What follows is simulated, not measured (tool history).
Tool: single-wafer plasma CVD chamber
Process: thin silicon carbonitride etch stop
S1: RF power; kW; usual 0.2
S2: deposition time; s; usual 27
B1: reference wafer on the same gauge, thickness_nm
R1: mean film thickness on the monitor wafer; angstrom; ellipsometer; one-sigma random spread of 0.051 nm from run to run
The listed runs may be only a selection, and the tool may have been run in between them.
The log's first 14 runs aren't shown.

{"run": 15, "hour": 207.9, "S1": 0.2, "S2": 27, "B1": 12.604, "R1": 137.65}
{"run": 16, "hour": 221.6, "S1": 0.2, "S2": 27, "B1": 12.609, "R1": 137.66}
{"run": 17, "hour": 238.3, "S1": 0.21, "S2": 22.1, "B1": 12.605, "R1": 114.13}
{"run": 18, "hour": 250.9, "S1": 0.175, "S2": 27, "B1": 12.6, "R1": 133.79}
{"run": 19, "hour": 272.7, "S1": 0.185, "S2": 25, "B1": 12.602, "R1": 124.72}
{"run": 20, "hour": 289.5, "S1": 0.235, "S2": 25.1, "B1": 12.585, "R1": 132.11}
{"hour": 298.6, "done": "thermocouple changed; heater temperature recalibrated"}
{"run": 21, "hour": 299.1, "S1": 0.23, "S2": 22.7, "B1": 12.604, "R1": 119.22}
{"run": 22, "hour": 308.1, "S1": 0.215, "S2": 24.4, "B1": 12.588, "R1": 126.63}
{"hour": 330.4, "done": "showerhead replaced"}
{"run": 23, "hour": 330.9, "S1": 0.165, "S2": 31.8, "B1": 12.588, "R1": 154.04}
{"run": 24, "hour": 339.7, "S1": 0.2, "S2": 27, "B1": 12.595, "R1": 137.65}
{"run": 25, "hour": 356.1, "S1": 0.22, "S2": 31.4, "B1": 12.597, "R1": 163.22}
{"run": 26, "hour": 367.4, "S1": 0.2, "S2": 27, "B1": 12.596, "R1": 137.25}
{"run": 27, "hour": 377.6, "S1": 0.185, "S2": 29.9, "B1": 12.614, "R1": 149.96}
{"run": 28, "hour": 394.4, "S1": 0.22, "S2": 28.5, "B1": 12.602, "R1": 149.46}
{"hour": 409.5, "done": "gauge calibrated"}
{"run": 29, "hour": 410.4, "S1": 0.23, "S2": 22.3, "B1": 12.608, "R1": 118.35}
{"run": 30, "hour": 422.4, "S1": 0.165, "S2": 27, "B1": 12.585, "R1": 130.14}
{"run": 31, "hour": 437.7, "S1": 0.16, "S2": 22, "B1": 12.577, "R1": 106.42}
{"run": 32, "hour": 449.3, "S1": 0.2, "S2": 27, "B1": 12.594, "R1": 137.3}

Below are 5 alternative next runs, each starting from the tool's condition after run 32. Predict each:
{"run": "A", "hour": 449.7, "S1": 0.2, "S2": 22.5, "B1": "?", "R1": "?"}
{"run": "B", "hour": 449.7, "S1": 0.185, "S2": 27, "B1": "?", "R1": "?"}
{"run": "C", "hour": 449.7, "S1": 0.22, "S2": 25.1, "B1": "?", "R1": "?"}
{"run": "D", "hour": 449.7, "S1": 0.2, "S2": 29.9, "B1": "?", "R1": "?"}
{"run": "E", "hour": 449.7, "S1": 0.2, "S2": 30.9, "B1": "?", "R1": "?"}

run=A B1=12.575 R1=115.08
run=B B1=12.575 R1=135.46
run=C B1=12.575 R1=131.47
run=D B1=12.575 R1=152.93
run=E B1=12.575 R1=158.04
Take away the tool's hidden state, keep each run's random variation, and the runs would have read:
run=A R1=115.08
run=B R1=135.46
run=C R1=131.47
run=D R1=152.93
run=E R1=158.04
